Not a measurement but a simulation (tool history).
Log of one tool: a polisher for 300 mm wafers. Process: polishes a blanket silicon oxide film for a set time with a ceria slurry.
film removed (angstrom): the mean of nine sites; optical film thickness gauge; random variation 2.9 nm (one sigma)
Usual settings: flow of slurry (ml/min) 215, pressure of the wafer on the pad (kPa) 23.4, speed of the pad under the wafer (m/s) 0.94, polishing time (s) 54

run,hour,flow of slurry (ml/min),pressure of the wafer on the pad (kPa),speed of the pad under the wafer (m/s),polishing time (s),"incoming thickness of the incoming film, nm",film removed (angstrom)
1,0.0,215,23.4,0.94,54,1819.9,2282
2,19.2,215,23.4,0.94,54,1849.1,2292
3,50.1,215,23.4,0.94,63,1837.3,2601
4,65.6,215,23.4,0.94,63,1857.7,2628
5,87.4,215,23.4,0.94,54,1867.0,2344
6,103.3,215,23.4,0.94,54,1847.5,2244
7,129.9,215,23.4,0.94,43,1856.6,1824
# hour 138.4: worn pad replaced by a new one
8,160.2,215,23.4,0.94,43,1854.2,1840
9,194.8,215,23.4,0.94,43,1853.0,1820
10,209.6,215,23.4,0.94,54,1876.3,2255
11,239.4,215,23.4,0.94,54,1873.3,2302
12,255.1,215,23.4,0.94,40,1880.6,1726
13,278.5,215,23.4,0.94,40,1846.0,1698
14,304.0,215,23.4,0.94,54,1851.2,2263
# hour 314.7: worn pad replaced by a new one
15,321.5,215,23.4,0.94,54,1866.1,2298
16,338.9,215,23.4,0.94,54,1816.9,2319
# hour 369.4: slurry nozzle cleaned
17,370.0,160,26.9,0.94,54,1860.6,2426
# hour 385.1: head pressure recalibrated
18,389.2,215,17.2,0.94,54,1870.3,1863
19,405.1,240,28.3,0.94,54,1866.9,2594
20,419.2,255,23.4,0.94,54,1841.1,2292
21,438.1,215,23.4,0.94,54,1866.3,2262
# hour 451.2: worn pad replaced by a new one
22,452.8,215,23.4,0.94,54,1818.8,2222
23,484.0,170,25.5,1.16,69,1850.8,3819
24,500.0,215,23.4,0.86,54,1875.6,2098
25,519.5,215,23.4,0.80,69,1843.9,2513
26,550.0,215,23.4,0.94,54,1810.8,2308
27,565.1,165,19.3,0.80,68,1862.3,2190
28,592.2,215,23.4,0.94,54,1852.0,2344
29,614.0,215,23.4,0.94,54,1820.7,2229
# hour 623.3: worn pad replaced by a new one
30,641.7,215,23.4,0.94,54,1831.8,2259
31,666.8,165,23.4,0.94,54,1854.8,2269
32,698.4,215,30.3,0.94,37,1862.1,1885
33,724.1,215,23.4,0.94,54,1871.0,2306
# hour 774.2: worn pad replaced by a new one
34,803.0,215,16.5,1.22,54,1883.8,2388

3 ways to go on from here, each from the tool as it stands after run 34. What would each give?
A,803.4,215,23.4,0.94,54,1851.0,?
B,803.4,215,23.4,0.84,39,1851.0,?
C,803.4,245,23.4,0.64,54,1851.0,?

run,film removed (angstrom)
A,2312
B,1492
C,1589
Without the tool's hidden state the same runs would have given:
run,film removed (angstrom)
A,2312
B,1492
C,1589

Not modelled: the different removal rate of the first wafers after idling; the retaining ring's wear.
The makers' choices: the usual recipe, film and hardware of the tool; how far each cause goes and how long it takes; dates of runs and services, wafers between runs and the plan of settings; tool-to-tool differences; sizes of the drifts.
